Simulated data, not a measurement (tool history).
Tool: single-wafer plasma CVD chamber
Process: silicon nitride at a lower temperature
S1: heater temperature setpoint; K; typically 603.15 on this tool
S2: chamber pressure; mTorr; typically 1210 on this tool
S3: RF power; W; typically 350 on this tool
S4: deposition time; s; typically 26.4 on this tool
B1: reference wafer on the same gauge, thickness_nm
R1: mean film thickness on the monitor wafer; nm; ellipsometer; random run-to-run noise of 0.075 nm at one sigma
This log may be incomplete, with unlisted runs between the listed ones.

run 1 hour=0 | S1=603.15 S2=1350 S3=350 S4=26.4 | B1=37.302 | R1=36.521
-- hour=11.2 gauge calibrated
run 2 hour=56.2 | S1=603.15 S2=1350 S3=350 S4=26.4 | B1=37.305 | R1=36.468
run 3 hour=126.1 | S1=603.15 S2=1350 S3=350 S4=26.4 | B1=37.291 | R1=36.548
run 4 hour=169.9 | S1=607.15 S2=1210 S3=350 S4=26.4 | B1=37.324 | R1=35.15
run 5 hour=306.4 | S1=607.15 S2=1210 S3=350 S4=26.4 | B1=37.299 | R1=34.885
run 6 hour=333.7 | S1=607.15 S2=1210 S3=350 S4=26.4 | B1=37.311 | R1=34.981
run 7 hour=376.8 | S1=603.15 S2=1210 S3=350 S4=26.4 | B1=37.266 | R1=34.933
-- hour=433.6 thermocouple changed; heater temperature recalibrated
run 8 hour=439.2 | S1=603.15 S2=1210 S3=350 S4=26.4 | B1=37.308 | R1=34.928
run 9 hour=478.6 | S1=603.15 S2=1210 S3=350 S4=26.4 | B1=37.268 | R1=34.778
-- hour=540.5 RF generator calibrated
run 10 hour=541 | S1=603.15 S2=1210 S3=350 S4=26.4 | B1=37.318 | R1=35.54

Forecast run 11:
run 11 hour=720 | S1=597.15 S2=1030 S3=390 S4=31 | B1=? | R1=?

{"run 11": {"B1": 37.272, "R1": 42.102}}
Had the tool carried no hidden state, the very same run would have given R1 42.208 nm.
